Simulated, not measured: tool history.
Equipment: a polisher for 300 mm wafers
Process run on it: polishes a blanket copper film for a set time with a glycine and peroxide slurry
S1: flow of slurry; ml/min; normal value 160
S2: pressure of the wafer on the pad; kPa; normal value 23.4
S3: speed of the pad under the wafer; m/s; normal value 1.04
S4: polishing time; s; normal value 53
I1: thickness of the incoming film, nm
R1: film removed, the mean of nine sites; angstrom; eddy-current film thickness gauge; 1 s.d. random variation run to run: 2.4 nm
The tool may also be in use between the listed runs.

Run 1, hour 0: usual settings; I1 1087.2. Result: R1 3808 angstrom.
At hour 10: worn pad replaced by a new one.
Run 2, hour 33.5: usual settings; I1 1092. Result: R1 3962 angstrom.
Run 3, hour 68.8: usual settings; I1 1090.1. Result: R1 3951 angstrom.
Run 4, hour 81.3: usual settings; I1 1088.7. Result: R1 3867 angstrom.
Run 5, hour 102.7: usual settings; I1 1100. Result: R1 3905 angstrom.
Run 6, hour 115.2: usual settings; I1 1080.7. Result: R1 3862 angstrom.
Run 7, hour 147.7: usual settings; I1 1096.6. Result: R1 3888 angstrom.
Run 8, hour 172.4: usual settings; I1 1071.6. Result: R1 3801 angstrom.
At hour 206.2: worn pad replaced by a new one.
Run 9, hour 206.6: usual settings but S3 0.88 m/s; I1 1095.7. Result: R1 3535 angstrom.
Run 10, hour 235.2: usual settings but S4 59 s; I1 1102.5. Result: R1 4363 angstrom.
Run 11, hour 256.3: usual settings but S4 59 s; I1 1083. Result: R1 4373 angstrom.
Run 12, hour 288.7: usual settings but S4 59 s; I1 1077.8. Result: R1 4272 angstrom.
Run 13, hour 318.5: usual settings; I1 1074.5. Result: R1 3824 angstrom.
Run 14, hour 349.5: usual settings; I1 1090.8. Result: R1 3738 angstrom.
Run 15, hour 382.4: usual settings; I1 1089.1. Result: R1 3726 angstrom.
Run 16, hour 402.4: usual settings; I1 1101. Result: R1 3677 angstrom.
At hour 433.7: worn pad replaced by a new one.
Run 17, hour 438.3: usual settings but S1 180 ml/min, S2 15.9 kPa, S4 71 s; I1 1077.3. Result: R1 3824 angstrom.
Run 18, hour 478.4: usual settings but S1 105 ml/min, S2 20.7 kPa, S3 0.74 m/s, S4 58 s; I1 1077.9. Result: R1 2746 angstrom.
At hour 522.9: slurry nozzle cleaned.
Run 19, hour 524.6: usual settings but S1 215 ml/min, S3 1.28 m/s; I1 1097.6. Result: R1 4703 angstrom.
Run 20, hour 541.3: usual settings; I1 1078.3. Result: R1 3923 angstrom.
Run 21, hour 553.9: usual settings but S1 120 ml/min; I1 1082.6. Result: R1 3678 angstrom.
Run 22, hour 581.1: usual settings but S3 1.32 m/s, S4 38 s; I1 1088.5. Result: R1 3245 angstrom.
Run 23, hour 596.4: usual settings; I1 1081.9. Result: R1 3819 angstrom.
At hour 616.4: worn pad replaced by a new one.
At hour 621.7: head pressure recalibrated.
Run 24, hour 622.2: usual settings but S3 0.7 m/s; I1 1090.8. Result: R1 3073 angstrom.
Run 25, hour 640.9: usual settings; I1 1098.9. Result: R1 3908 angstrom.
Run 26, hour 664.4: usual settings; I1 1103.1. Result: R1 3912 angstrom.
Run 27, hour 685.6: usual settings; I1 1076.4. Result: R1 3904 angstrom.
Run 28, hour 709.4: usual settings but S1 120 ml/min, S2 16.5 kPa, S3 1.34 m/s, S4 61 s; I1 1105.4. Result: R1 3710 angstrom.
Run 29, hour 739.9: usual settings but S2 18.6 kPa; I1 1106.7. Result: R1 3144 angstrom.
Run 30, hour 765.8: usual settings but S2 25.5 kPa, S3 0.74 m/s; I1 1090.8. Result: R1 3278 angstrom.
Run 31, hour 778.1: usual settings but S3 1.32 m/s, S4 38 s; I1 1080.1. Result: R1 3162 angstrom.
Run 32, hour 798: usual settings but S4 62 s; I1 1091.7. Result: R1 4383 angstrom.
At hour 845.4: worn pad replaced by a new one.
Run 33, hour 873.9: usual settings but S3 0.9 m/s, S4 38 s; I1 1108.1. Result: R1 2534 angstrom.
Run 34, hour 888.8: usual settings but S1 125 ml/min; I1 1087.6. Result: R1 3618 angstrom.
Run 35, hour 901.5: usual settings; I1 1078.7. Result: R1 3810 angstrom.
Run 36, hour 915.1: usual settings but S1 120 ml/min, S2 28.3 kPa, S3 0.9 m/s, S4 47 s; I1 1091.7. Result: R1 3384 angstrom.
Run 37, hour 932.3: usual settings but S3 1.16 m/s; I1 1079.2. Result: R1 4057 angstrom.

Here are 4 independent what-if runs from the current tool condition. What would each one return?
Run A, hour 932.7: usual settings but S3 0.74 m/s; I1 1102. Result: R1 ?.
Run B, hour 932.7: usual settings but S1 175 ml/min, S2 27.6 kPa; I1 1102. Result: R1 ?.
Run C, hour 932.7: usual settings but S1 115 ml/min; I1 1102. Result: R1 ?.
Run D, hour 932.7: usual settings but S3 1.28 m/s; I1 1102. Result: R1 ?.

run    R1
  A  3061
  B  4455
  C  3545
  D  4407
Without the tool's unlogged condition, the same runs would have read:
run    R1
  A  3225
  B  4684
  C  3766
  D  4643

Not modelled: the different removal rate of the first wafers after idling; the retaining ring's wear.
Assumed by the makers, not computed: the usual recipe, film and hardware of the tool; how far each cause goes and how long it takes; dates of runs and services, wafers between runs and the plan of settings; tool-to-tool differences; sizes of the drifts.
